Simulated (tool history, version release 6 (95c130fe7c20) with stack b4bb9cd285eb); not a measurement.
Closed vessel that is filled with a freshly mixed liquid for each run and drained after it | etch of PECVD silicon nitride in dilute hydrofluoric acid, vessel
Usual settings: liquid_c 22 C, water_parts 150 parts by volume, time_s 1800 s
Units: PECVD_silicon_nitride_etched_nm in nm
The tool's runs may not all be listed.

run,hour,liquid_c,water_parts,time_s,wafers since the last listed run,hours since the thermometer was replaced,hours since the hydrofluoric acid flow meter was replaced,hours since the gauge calibration,"read-back film thickness of the PECVD silicon nitride reference wafer, read on the same gauge (nm)",PECVD_silicon_nitride_etched_nm
1,0,22,150,1800,0,435.4,1596.6,1718.4,119.96,29.28
2,44.4,22,150,1800,1535,479.8,1641,1762.8,119.97,28.95
3,246.4,22,150,1800,6985,681.8,1843,1964.8,119.96,29.18
4,293.7,22,150,1800,1635,729.1,1890.3,2012.1,120.01,29.37
5,388.1,22,150,1800,3264,823.5,1984.7,2106.5,120,29.1
6,470.2,22,150,2410,2839,905.6,2066.8,2188.6,120,38.52
7,526.5,22,150,2410,1946,961.9,2123.1,2244.9,119.97,38.36
8,572.8,22,200,1800,1601,1008.2,2169.4,2291.2,120.03,21.98
9,666.2,22,150,1800,3229,1101.6,2262.8,2384.6,119.97,29.16
# hour 836.5: hydrofluoric acid flow meter replaced
10,982.8,22,150,1800,10913,1418.2,146.3,2701.2,119.98,28.86
11,1054.6,22,150,1800,2482,1490,218.1,2773,119.98,29.11
# hour 1141: gauge calibrated
12,1162,22,150,1800,3713,1597.4,325.5,21,119.96,29.12
13,1247.1,22,150,1800,2942,1682.5,410.6,106.1,120.01,28.67
14,1301.4,22,150,1800,1877,1736.8,464.9,160.4,119.98,28.98
15,1373.6,22,150,1800,2496,1809,537.1,232.6,120.03,28.57
# hour 1400.7: thermometer replaced
16,1452.9,25.5,210,2250,2707,52.2,616.4,311.9,120,32.4
17,1514.6,25,175,1800,2133,113.9,678.1,373.6,120.04,30.01
18,1565.4,25,150,2680,1756,164.7,728.9,424.4,120,52.55
19,1611.5,22,150,1800,1594,210.8,775,470.5,120.02,29.26
20,1703.2,22,150,2440,3170,302.5,866.7,562.2,119.96,39.28
21,1795.2,22,150,1800,3181,394.5,958.7,654.2,119.99,29.33
22,1856.8,22,150,1800,2130,456.1,1020.3,715.8,119.97,29.08
23,1928.6,24,75,2725,2482,527.9,1092.1,787.6,120.01,100.26
24,1988.4,22,150,1800,2067,587.7,1151.9,847.4,120,29.01
25,2062.1,26,150,2675,2548,661.4,1225.6,921.1,119.98,56.56
26,2151.8,25.5,225,1490,3101,751.1,1315.3,1010.8,120.02,20.28
27,2234.3,22,150,1800,2852,833.6,1397.8,1093.3,119.95,29.51
28,2341,22,150,1210,3689,940.3,1504.5,1200,120,19.53
29,2419.7,22,100,1800,2721,1019,1583.2,1278.7,119.99,43.15
30,2476,22,150,1800,1946,1075.3,1639.5,1335,120.04,29.08
31,2653.2,19.5,150,1800,6127,1252.5,1816.7,1512.2,119.98,24.58

5 ways to go on from here, each from the tool as it stands after run 31. What would each give?
A,2654.4,22,150,1800,41,1253.7,1817.9,1513.4,?,?
B,2654.4,22,75,1800,41,1253.7,1817.9,1513.4,?,?
C,2654.4,22,150,2455,41,1253.7,1817.9,1513.4,?,?
D,2654.4,19.5,150,2370,41,1253.7,1817.9,1513.4,?,?
E,2654.4,22,95,1800,41,1253.7,1817.9,1513.4,?,?

run,"read-back film thickness of the PECVD silicon nitride reference wafer, read on the same gauge (nm)",PECVD_silicon_nitride_etched_nm
A,120.01,28.71
B,120.01,56.67
C,120.01,39.15
D,120.01,32.02
E,120.01,44.95
Without the tool's hidden state the same runs would have given:
run,PECVD_silicon_nitride_etched_nm
A,28.71
B,56.67
C,39.15
D,32.02
E,44.95
